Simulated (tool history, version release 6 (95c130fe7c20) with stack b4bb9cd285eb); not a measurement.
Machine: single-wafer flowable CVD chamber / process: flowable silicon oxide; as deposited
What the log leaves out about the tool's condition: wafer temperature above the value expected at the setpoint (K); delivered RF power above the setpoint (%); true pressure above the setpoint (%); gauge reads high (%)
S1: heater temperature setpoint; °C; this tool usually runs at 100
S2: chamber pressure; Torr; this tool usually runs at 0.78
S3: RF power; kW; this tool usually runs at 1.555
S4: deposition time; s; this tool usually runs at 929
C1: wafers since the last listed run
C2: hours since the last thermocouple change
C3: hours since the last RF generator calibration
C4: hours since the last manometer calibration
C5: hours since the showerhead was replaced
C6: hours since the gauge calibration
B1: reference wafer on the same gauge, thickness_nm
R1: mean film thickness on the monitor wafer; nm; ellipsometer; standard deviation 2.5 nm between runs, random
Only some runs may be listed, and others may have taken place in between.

| run | day | S1 | S2 | S3 | S4 | C1 | C2 | C3 | C4 | C5 | C6 | B1 | R1 |
|---|---|---|---|---|---|---|---|---|---|---|---|---|---|
| 1 | 0 | 100 | 0.78 | 1.555 | 929 | 0 | 1097.5 | 642.5 | 2513.8 | 5978.8 | 1218.7 | 601.731 | 494.825 |
| 2 | 1.171 | 100 | 0.78 | 1.555 | 929 | 75 | 1125.6 | 670.6 | 2541.9 | 6006.9 | 1246.8 | 602.792 | 496.129 |
| 3 | 3.971 | 100 | 0.78 | 1.555 | 929 | 180 | 1192.8 | 737.8 | 2609.1 | 6074.1 | 1314 | 601.914 | 499.486 |
| 4 | 6.088 | 100 | 0.78 | 1.555 | 929 | 136 | 1243.6 | 788.6 | 2659.9 | 6124.9 | 1364.8 | 601.408 | 497.822 |
| 5 | 8.846 | 100 | 0.78 | 1.555 | 929 | 177 | 1309.8 | 854.8 | 2726.1 | 6191.1 | 1431 | 601.926 | 494.637 |
|  | 10.812 | capacitance manometer re-zeroed and calibrated |
| 6 | 11.042 | 100 | 0.654 | 1.555 | 929 | 120 | 1362.5 | 907.5 | 5.5 | 6243.8 | 1483.7 | 601.831 | 415.305 |
|  | 12.258 | thermocouple changed; heater temperature recalibrated |
| 7 | 12.425 | 100 | 0.654 | 1.555 | 929 | 67 | 4 | 940.7 | 38.7 | 6277 | 1516.9 | 602.226 | 415.339 |
| 8 | 13.746 | 100 | 0.78 | 1.555 | 997 | 85 | 35.7 | 972.4 | 70.4 | 6308.7 | 1548.6 | 601.236 | 530.213 |
| 9 | 15.142 | 100 | 0.78 | 1.555 | 997 | 90 | 69.2 | 1005.9 | 103.9 | 6342.2 | 1582.1 | 602.485 | 529.044 |
| 10 | 16.188 | 100 | 0.78 | 1.555 | 929 | 67 | 94.3 | 1031 | 129 | 6367.3 | 1607.2 | 601.793 | 494.277 |
|  | 18.95 | gauge calibrated |
| 11 | 23.029 | 100 | 0.78 | 1.555 | 929 | 441 | 258.5 | 1195.2 | 293.2 | 6531.5 | 97.9 | 603.186 | 491.4 |
| 12 | 25.258 | 113 | 0.593 | 1.555 | 929 | 143 | 312 | 1248.7 | 346.7 | 6585 | 151.4 | 602.246 | 253.056 |
|  | 27.246 | RF generator calibrated |
| 13 | 28.004 | 86 | 0.61 | 1.74 | 874 | 155 | 377.9 | 18.2 | 412.6 | 6650.9 | 217.3 | 602.192 | 575.625 |
| 14 | 29.788 | 100 | 0.67 | 1.555 | 863 | 115 | 420.7 | 61 | 455.4 | 6693.7 | 260.1 | 602.043 | 401.614 |
|  | 32.75 | showerhead replaced |
| 15 | 32.783 | 100 | 0.78 | 1.555 | 746 | 171 | 492.6 | 132.9 | 527.3 | 0.8 | 332 | 602.326 | 400.869 |
| 16 | 35.658 | 92 | 0.716 | 1.555 | 929 | 185 | 561.6 | 201.9 | 596.3 | 69.8 | 401 | 601.944 | 585.669 |
| 17 | 38.125 | 104 | 0.78 | 1.555 | 786 | 159 | 620.8 | 261.1 | 655.5 | 129 | 460.2 | 602.471 | 376.384 |
| 18 | 39.7 | 112 | 0.78 | 1.555 | 929 | 101 | 658.6 | 298.9 | 693.3 | 166.8 | 498 | 601.637 | 342.842 |
| 19 | 41.479 | 115 | 0.78 | 1.79 | 929 | 114 | 701.3 | 341.6 | 736 | 209.5 | 540.7 | 602.008 | 324.508 |
| 20 | 43.046 | 113 | 0.78 | 1.67 | 929 | 101 | 738.9 | 379.2 | 773.6 | 247.1 | 578.3 | 602.288 | 343.764 |
| 21 | 46.446 | 100 | 0.879 | 1.415 | 745 | 219 | 820.5 | 460.8 | 855.2 | 328.7 | 659.9 | 602.864 | 437.765 |
| 22 | 49.242 | 100 | 0.78 | 1.555 | 929 | 180 | 887.6 | 527.9 | 922.3 | 395.8 | 727 | 601.642 | 497.925 |
| 23 | 51.938 | 100 | 0.78 | 1.555 | 929 | 173 | 952.3 | 592.6 | 987 | 460.5 | 791.7 | 601.802 | 497.066 |
| 24 | 53.433 | 100 | 0.78 | 1.555 | 929 | 96 | 988.2 | 628.5 | 1022.9 | 496.4 | 827.6 | 602.766 | 496.657 |
| 25 | 55.779 | 100 | 0.78 | 1.555 | 929 | 151 | 1044.5 | 684.8 | 1079.2 | 552.7 | 883.9 | 602.4 | 497.273 |
| 26 | 57.529 | 100 | 0.78 | 1.555 | 929 | 112 | 1086.5 | 726.8 | 1121.2 | 594.7 | 925.9 | 601.659 | 500.338 |
| 27 | 60.958 | 100 | 0.627 | 1.555 | 743 | 221 | 1168.8 | 809.1 | 1203.5 | 677 | 1008.2 | 602.855 | 319.525 |

Selected run-to-run steps in R1, each split into two signed amounts: the part the tool would show with no hidden state at all (from settings, incoming material and random variation), and the remainder, which goes to the hidden state together with any gauge scatter not common to the measured and the hidden-state-free results:
Run 11 -> 12: S1 100 -> 113, S2 0.78 -> 0.593. R1 -238.344 nm: hidden state +5.369, all else -243.713.
Run 12 -> 13: S1 113 -> 86, S2 0.593 -> 0.61, S3 1.555 -> 1.74, S4 929 -> 874, RF generator calibrated. R1 +322.569 nm: hidden state +4.298, all else +318.271.
